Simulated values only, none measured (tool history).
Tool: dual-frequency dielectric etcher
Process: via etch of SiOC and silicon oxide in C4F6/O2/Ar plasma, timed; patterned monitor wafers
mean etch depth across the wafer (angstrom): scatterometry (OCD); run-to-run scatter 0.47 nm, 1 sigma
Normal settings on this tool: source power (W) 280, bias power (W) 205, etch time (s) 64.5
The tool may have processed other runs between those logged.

run   hour  source power (W)  bias power (W)  etch time (s)  read-back reference wafer on the same gauge, depth_nm  mean etch depth across the wafer (angstrom)
  1      0               280             205           64.5                                                   78.9                                          677
  2    0.4               280             205             49                                                   78.9                                          509
  3    0.7               280             205           64.5                                                   78.9                                          675
  4    5.6               280             205           64.5                                                     79                                          685
  5   15.7               300             205           64.5                                                   78.9                                          692
  6   30.1               280             188           64.5                                                   78.9                                          659
  7   40.2               230             205           64.5                                                   78.8                                          640
  8   53.9               240             192             49                                                   78.9                                          476
  9   60.6               320             255           64.5                                                   78.9                                          749
 10   72.3               280             179             83                                                   78.8                                          840
 11   79.1               280             162           64.5                                                   78.9                                          634
 12   96.3               220             185             51                                                   78.9                                          483
     113.2  -- source power generator calibrated
 13  113.7               280             205           64.5                                                   78.9                                          681
 14  126.1               280             154           64.5                                                     79                                          626
 15  143.9               330             224           64.5                                                     79                                          748
 16  161.6               300             232           52.5                                                   78.9                                          588
     166.2  -- bias power generator calibrated
 17  167.8               280             186             45                                                   78.8                                          463
 18  177.6               220             205             54                                                   78.8                                          531
 19  207.8               280             205           64.5                                                   78.9                                          692
 20  219.7               280             205           64.5                                                   78.9                                          684
 21  233.1               280             205           77.5                                                   78.9                                          829
 22  248.4               280             205           64.5                                                     79                                          690
 23  254.8               330             191             56                                                   78.8                                          619
 24  262.4               280             205           64.5                                                   78.9                                          690
 25  268.9               280             205           64.5                                                   78.8                                          688
 26  276.6               250             158             76                                                   78.9                                          720
 27  285.3               280             205           64.5                                                   78.9                                          705

What will run 28 give?
 28  292.9               240             219             84                                                      ?                                            ?

{"run 28": {"read-back reference wafer on the same gauge, depth_nm": 78.9, "mean etch depth across the wafer (angstrom)": 877}}
Were there no unlogged condition in the tool, this run, its random variation unchanged, would have produced mean etch depth across the wafer (angstrom) 861.
